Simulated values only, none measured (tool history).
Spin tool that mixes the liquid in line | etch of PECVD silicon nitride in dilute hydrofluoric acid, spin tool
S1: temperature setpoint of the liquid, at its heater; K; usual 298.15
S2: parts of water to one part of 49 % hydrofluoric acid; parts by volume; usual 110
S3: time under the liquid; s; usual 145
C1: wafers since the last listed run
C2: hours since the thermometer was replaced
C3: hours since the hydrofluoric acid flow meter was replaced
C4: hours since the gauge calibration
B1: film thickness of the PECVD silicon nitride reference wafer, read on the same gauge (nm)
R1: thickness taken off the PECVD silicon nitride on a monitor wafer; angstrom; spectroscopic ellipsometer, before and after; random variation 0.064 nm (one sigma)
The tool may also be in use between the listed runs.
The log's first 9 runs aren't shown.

run 10 hour=729.5 | S1=298.15 S2=110 S3=145 | C1=298 C2=2513.2 C3=678.2 C4=1506.3 | B1=90.01 | R1=71.2
run 11 hour=762.1 | S1=295.15 S2=110 S3=145 | C1=153 C2=2545.8 C3=710.8 C4=1538.9 | B1=89.99 | R1=58.5
run 12 hour=790.3 | S1=298.15 S2=110 S3=145 | C1=132 C2=2574 C3=739 C4=1567.1 | B1=89.99 | R1=71.4
-- hour=794 gauge calibrated
run 13 hour=845.5 | S1=298.15 S2=110 S3=145 | C1=259 C2=2629.2 C3=794.2 C4=51.5 | B1=90 | R1=70.1
run 14 hour=880.9 | S1=298.15 S2=110 S3=145 | C1=166 C2=2664.6 C3=829.6 C4=86.9 | B1=90.02 | R1=71.8
-- hour=944.5 thermometer replaced
run 15 hour=987.1 | S1=298.15 S2=140 S3=80 | C1=495 C2=42.6 C3=935.8 C4=193.1 | B1=90 | R1=32.3
run 16 hour=1027.2 | S1=298.15 S2=70 S3=110 | C1=188 C2=82.7 C3=975.9 C4=233.2 | B1=90 | R1=88.9
run 17 hour=1094 | S1=298.15 S2=90 S3=220 | C1=314 C2=149.5 C3=1042.7 C4=300 | B1=89.99 | R1=138.6
run 18 hour=1153.9 | S1=298.15 S2=110 S3=125 | C1=282 C2=209.4 C3=1102.6 C4=359.9 | B1=90 | R1=63.6
run 19 hour=1200.3 | S1=298.15 S2=140 S3=145 | C1=218 C2=255.8 C3=1149 C4=406.3 | B1=90 | R1=59.1
run 20 hour=1240.3 | S1=300.65 S2=70 S3=145 | C1=188 C2=295.8 C3=1189 C4=446.3 | B1=89.98 | R1=137.8
-- hour=1244.2 hydrofluoric acid flow meter replaced
run 21 hour=1272.9 | S1=298.15 S2=110 S3=90 | C1=148 C2=328.4 C3=28.7 C4=478.9 | B1=90 | R1=46.3
run 22 hour=1338.9 | S1=298.15 S2=65 S3=145 | C1=310 C2=394.4 C3=94.7 C4=544.9 | B1=90.01 | R1=124.1
run 23 hour=1438.3 | S1=293.65 S2=95 S3=215 | C1=468 C2=493.8 C3=194.1 C4=644.3 | B1=90 | R1=92.5
run 24 hour=1487.9 | S1=301.65 S2=80 S3=145 | C1=233 C2=543.4 C3=243.7 C4=693.9 | B1=90 | R1=126.9
run 25 hour=1536.6 | S1=294.15 S2=110 S3=145 | C1=229 C2=592.1 C3=292.4 C4=742.6 | B1=89.98 | R1=56.5
run 26 hour=1574.7 | S1=298.15 S2=70 S3=215 | C1=179 C2=630.2 C3=330.5 C4=780.7 | B1=89.98 | R1=170.5
run 27 hour=1611.2 | S1=298.15 S2=110 S3=145 | C1=171 C2=666.7 C3=367 C4=817.2 | B1=90.02 | R1=72.4
run 28 hour=1657.6 | S1=296.15 S2=80 S3=200 | C1=218 C2=713.1 C3=413.4 C4=863.6 | B1=89.99 | R1=119.7
run 29 hour=1731.9 | S1=298.15 S2=110 S3=145 | C1=349 C2=787.4 C3=487.7 C4=937.9 | B1=89.98 | R1=71.9
run 30 hour=1784.3 | S1=298.15 S2=110 S3=145 | C1=246 C2=839.8 C3=540.1 C4=990.3 | B1=90.01 | R1=73.2
run 31 hour=1822.4 | S1=301.15 S2=75 S3=145 | C1=179 C2=877.9 C3=578.2 C4=1028.4 | B1=90.01 | R1=130.5
run 32 hour=1885.9 | S1=301.15 S2=110 S3=145 | C1=298 C2=941.4 C3=641.7 C4=1091.9 | B1=90 | R1=88.3

4 ways to go on from here, each from the tool as it stands after run 32. What would each give?
run A hour=1886.4 | S1=298.15 S2=110 S3=145 | C1=2 C2=941.9 C3=642.2 C4=1092.4 | B1=? | R1=?
run B hour=1886.4 | S1=301.65 S2=110 S3=210 | C1=2 C2=941.9 C3=642.2 C4=1092.4 | B1=? | R1=?
run C hour=1886.4 | S1=302.65 S2=110 S3=185 | C1=2 C2=941.9 C3=642.2 C4=1092.4 | B1=? | R1=?
run D hour=1886.4 | S1=294.15 S2=95 S3=145 | C1=2 C2=941.9 C3=642.2 C4=1092.4 | B1=? | R1=?

run=A B1=89.97 R1=73.5
run=B B1=89.97 R1=133.4
run=C B1=89.97 R1=125.2
run=D B1=89.97 R1=65.1
Without the tool's hidden state the same runs would have given:
run=A R1=75.6
run=B R1=137.1
run=C R1=128.6
run=D R1=67
